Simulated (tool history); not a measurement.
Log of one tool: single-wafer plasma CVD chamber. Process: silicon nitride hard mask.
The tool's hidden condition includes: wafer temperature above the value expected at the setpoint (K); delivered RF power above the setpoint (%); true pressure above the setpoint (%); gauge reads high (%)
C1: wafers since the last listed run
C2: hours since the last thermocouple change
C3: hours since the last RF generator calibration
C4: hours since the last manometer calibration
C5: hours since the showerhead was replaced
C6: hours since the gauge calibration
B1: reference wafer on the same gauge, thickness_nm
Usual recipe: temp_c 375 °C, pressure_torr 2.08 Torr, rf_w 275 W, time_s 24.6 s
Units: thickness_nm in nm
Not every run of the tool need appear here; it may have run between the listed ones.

run 1 hour=0 | temp_c=375 pressure_torr=2.28 rf_w=250 time_s=24.6 | C1=0 C2=1235.7 C3=536.8 C4=820.4 C5=7635.2 C6=1242.6 | B1=26.005 | thickness_nm=27.042
run 2 hour=65 | temp_c=375 pressure_torr=2.28 rf_w=250 time_s=24.6 | C1=1155 C2=1300.7 C3=601.8 C4=885.4 C5=7700.2 C6=1307.6 | B1=25.998 | thickness_nm=27.111
run 3 hour=121.9 | temp_c=375 pressure_torr=2.28 rf_w=250 time_s=24.6 | C1=1011 C2=1357.6 C3=658.7 C4=942.3 C5=7757.1 C6=1364.5 | B1=25.993 | thickness_nm=27.063
run 4 hour=225.8 | temp_c=375 pressure_torr=2.08 rf_w=275 time_s=26.7 | C1=1847 C2=1461.5 C3=762.6 C4=1046.2 C5=7861 C6=1468.4 | B1=26.002 | thickness_nm=31.041
run 5 hour=307.5 | temp_c=375 pressure_torr=2.08 rf_w=275 time_s=26.7 | C1=1452 C2=1543.2 C3=844.3 C4=1127.9 C5=7942.7 C6=1550.1 | B1=25.999 | thickness_nm=31.07
run 6 hour=374.7 | temp_c=375 pressure_torr=2.08 rf_w=275 time_s=24.6 | C1=1194 C2=1610.4 C3=911.5 C4=1195.1 C5=8009.9 C6=1617.3 | B1=26.002 | thickness_nm=28.513
run 7 hour=473.2 | temp_c=375 pressure_torr=2.08 rf_w=275 time_s=24.6 | C1=1751 C2=1708.9 C3=1010 C4=1293.6 C5=8108.4 C6=1715.8 | B1=25.996 | thickness_nm=28.523
run 8 hour=566.3 | temp_c=375 pressure_torr=2.08 rf_w=275 time_s=24.6 | C1=1655 C2=1802 C3=1103.1 C4=1386.7 C5=8201.5 C6=1808.9 | B1=26.008 | thickness_nm=28.583
run 9 hour=606 | temp_c=375 pressure_torr=2.08 rf_w=275 time_s=24.6 | C1=705 C2=1841.7 C3=1142.8 C4=1426.4 C5=8241.2 C6=1848.6 | B1=26.001 | thickness_nm=28.568
run 10 hour=647 | temp_c=375 pressure_torr=2.08 rf_w=255 time_s=24.6 | C1=728 C2=1882.7 C3=1183.8 C4=1467.4 C5=8282.2 C6=1889.6 | B1=26.006 | thickness_nm=26.998
run 11 hour=753.1 | temp_c=375 pressure_torr=2.29 rf_w=300 time_s=24.6 | C1=1886 C2=1988.8 C3=1289.9 C4=1573.5 C5=8388.3 C6=1995.7 | B1=26 | thickness_nm=30.812
run 12 hour=802.9 | temp_c=375 pressure_torr=2.29 rf_w=300 time_s=24.6 | C1=885 C2=2038.6 C3=1339.7 C4=1623.3 C5=8438.1 C6=2045.5 | B1=25.992 | thickness_nm=30.762
run 13 hour=934.2 | temp_c=375 pressure_torr=2.29 rf_w=300 time_s=24.6 | C1=2334 C2=2169.9 C3=1471 C4=1754.6 C5=8569.4 C6=2176.8 | B1=26 | thickness_nm=30.7
-- hour=973.9 showerhead replaced
run 14 hour=982.9 | temp_c=383 pressure_torr=2.08 rf_w=275 time_s=24.6 | C1=723 C2=2218.6 C3=1519.7 C4=1803.3 C5=9 C6=2225.5 | B1=26.005 | thickness_nm=28.462
-- hour=983 gauge calibrated
run 15 hour=1080.2 | temp_c=375 pressure_torr=2.29 rf_w=300 time_s=24.6 | C1=1729 C2=2315.9 C3=1617 C4=1900.6 C5=106.3 C6=97.2 | B1=25.997 | thickness_nm=30.673
run 16 hour=1123.5 | temp_c=389 pressure_torr=2.08 rf_w=310 time_s=24.6 | C1=769 C2=2359.2 C3=1660.3 C4=1943.9 C5=149.6 C6=140.5 | B1=25.999 | thickness_nm=30.925
-- hour=1158.8 thermocouple changed; heater temperature recalibrated
run 17 hour=1172.7 | temp_c=375 pressure_torr=2.29 rf_w=300 time_s=24.6 | C1=732 C2=13.9 C3=1709.5 C4=1993.1 C5=198.8 C6=189.7 | B1=26.007 | thickness_nm=30.65
run 18 hour=1227.4 | temp_c=375 pressure_torr=2.08 rf_w=300 time_s=22.1 | C1=972 C2=68.6 C3=1764.2 C4=2047.8 C5=253.5 C6=244.4 | B1=26.006 | thickness_nm=27.211
-- hour=1254 RF generator calibrated
run 19 hour=1319.7 | temp_c=362 pressure_torr=2.3 rf_w=275 time_s=23 | C1=1498 C2=160.9 C3=65.7 C4=2140.1 C5=345.8 C6=336.7 | B1=26 | thickness_nm=27.501
run 20 hour=1398.3 | temp_c=375 pressure_torr=2.08 rf_w=275 time_s=24.6 | C1=1397 C2=239.5 C3=144.3 C4=2218.7 C5=424.4 C6=415.3 | B1=26.003 | thickness_nm=28.836
-- hour=1448.4 capacitance manometer re-zeroed and calibrated
run 21 hour=1510 | temp_c=370 pressure_torr=2.08 rf_w=275 time_s=22.8 | C1=1843 C2=351.2 C3=256 C4=61.6 C5=536.1 C6=527 | B1=25.996 | thickness_nm=26.747
run 22 hour=1585.5 | temp_c=375 pressure_torr=2.27 rf_w=275 time_s=24.6 | C1=1342 C2=426.7 C3=331.5 C4=137.1 C5=611.6 C6=602.5 | B1=26.003 | thickness_nm=28.973
run 23 hour=1627.3 | temp_c=375 pressure_torr=1.57 rf_w=275 time_s=24.6 | C1=743 C2=468.5 C3=373.3 C4=178.9 C5=653.4 C6=644.3 | B1=25.991 | thickness_nm=27.658

What will run 24 give?
run 24 hour=1673.3 | temp_c=364 pressure_torr=1.76 rf_w=230 time_s=28.8 | C1=817 C2=514.5 C3=419.3 C4=224.9 C5=699.4 C6=690.3 | B1=? | thickness_nm=?

Run 24 yielded B1 26.001, thickness_nm 29.036 nm.
On a tool with no hidden condition, and with the same random variation, this run would have come out at thickness_nm 29.104 nm.

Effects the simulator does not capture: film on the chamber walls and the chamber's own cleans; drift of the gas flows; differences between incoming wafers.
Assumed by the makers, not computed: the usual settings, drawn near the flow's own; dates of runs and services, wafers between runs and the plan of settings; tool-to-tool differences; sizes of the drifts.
